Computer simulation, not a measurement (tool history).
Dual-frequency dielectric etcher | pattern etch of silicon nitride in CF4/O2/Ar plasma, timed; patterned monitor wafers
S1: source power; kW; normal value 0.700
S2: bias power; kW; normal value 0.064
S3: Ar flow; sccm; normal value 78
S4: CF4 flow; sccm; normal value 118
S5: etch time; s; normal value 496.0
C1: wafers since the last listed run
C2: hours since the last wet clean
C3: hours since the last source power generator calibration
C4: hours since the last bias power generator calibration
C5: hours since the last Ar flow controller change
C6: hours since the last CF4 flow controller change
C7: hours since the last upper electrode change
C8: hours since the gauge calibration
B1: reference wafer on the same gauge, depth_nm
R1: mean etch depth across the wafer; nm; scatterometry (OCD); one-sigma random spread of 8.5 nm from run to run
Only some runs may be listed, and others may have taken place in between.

run    hour     S1     S2  S3   S4     S5   C1     C2      C3      C4      C5      C6      C7      C8      B1      R1
  1     0.0  0.700  0.064  78  118  496.0    0  640.3  1774.2  2298.5  2630.9  3409.0  2867.0   109.2  1579.7  1617.3
       74.7  -- wet clean of the chamber
  2    81.9  0.700  0.078  78  147  496.0  210    7.2  1856.1  2380.4  2712.8  3490.9  2948.9   191.1  1582.2  1752.8
  3   166.4  0.700  0.057  78  127  496.0  307   91.7  1940.6  2464.9  2797.3  3575.4  3033.4   275.6  1578.0  1572.4
      175.0  -- Ar flow controller replaced
  4   252.6  0.700  0.064  78  118  496.0  292  177.9  2026.8  2551.1    77.6  3661.6  3119.6   361.8  1580.3  1603.3
      318.0  -- upper electrode replaced
  5   339.6  0.700  0.064  78  118  496.0  229  264.9  2113.8  2638.1   164.6  3748.6    21.6   448.8  1578.8  1612.1
  6   428.0  0.700  0.064  78  118  496.0  322  353.3  2202.2  2726.5   253.0  3837.0   110.0   537.2  1578.0  1610.1
  7   475.4  0.700  0.064  78  118  496.0  172  400.7  2249.6  2773.9   300.4  3884.4   157.4   584.6  1583.3  1596.4
      503.8  -- CF4 flow controller replaced
  8   576.1  0.840  0.076  78  118  496.0  344  501.4  2350.3  2874.6   401.1    72.3   258.1   685.3  1579.7  1844.2
      603.4  -- source power generator calibrated
      731.0  -- wet clean of the chamber
      798.2  -- bias power generator calibrated
  9   854.0  0.700  0.056  78  118  496.0  895  123.0   250.6    55.8   679.0   350.2   536.0   963.2  1577.2  1547.7
 10   894.4  0.700  0.072  78  118  606.0  147  163.4   291.0    96.2   719.4   390.6   576.4  1003.6  1582.1  2045.7
 11   965.2  0.700  0.064  62  118  416.5  257  234.2   361.8   167.0   790.2   461.4   647.2  1074.4  1577.0  1405.0
 12  1045.3  0.700  0.064  78  118  496.0  291  314.3   441.9   247.1   870.3   541.5   727.3  1154.5  1578.9  1599.5
 13  1112.1  0.700  0.064  78  118  496.0  243  381.1   508.7   313.9   937.1   608.3   794.1  1221.3  1577.5  1600.3
 14  1155.0  0.700  0.064  78  118  496.0  156  424.0   551.6   356.8   980.0   651.2   837.0  1264.2  1579.5  1604.0
 15  1208.3  0.700  0.056  89  131  566.0  194  477.3   604.9   410.1  1033.3   704.5   890.3  1317.5  1579.1  1758.1
     1303.9  -- wet clean of the chamber
 16  1304.4  0.700  0.064  78  118  496.0  262    0.5   701.0   506.2  1129.4   800.6   986.4  1413.6  1582.4  1617.0
 17  1372.2  0.700  0.059  78  137  437.0  246   68.3   768.8   574.0  1197.2   868.4  1054.2  1481.4  1579.5  1390.8
 18  1459.9  0.700  0.057  89  118  496.0  319  156.0   856.5   661.7  1284.9   956.1  1141.9  1569.1  1580.4  1530.3
 19  1526.7  0.600  0.077  59  118  496.0  243  222.8   923.3   728.5  1351.7  1022.9  1208.7  1635.9  1579.4  1664.7
 20  1627.0  0.700  0.064  85  102  362.5  365  323.1  1023.6   828.8  1452.0  1123.2  1309.0  1736.2  1577.5  1146.6

Give the tool's hidden conditions for every run:
etch rate over this chamber's usual, %: 0 in every run
source power that arrives over what is set, %: 0 in every run
bias power that arrives over what is set, %: 0 in every run
Ar flow that arrives over what is set, %: 0 in every run
CF4 flow that arrives over what is set, %: 0 in every run
gauge reads high (%): 0 in every run
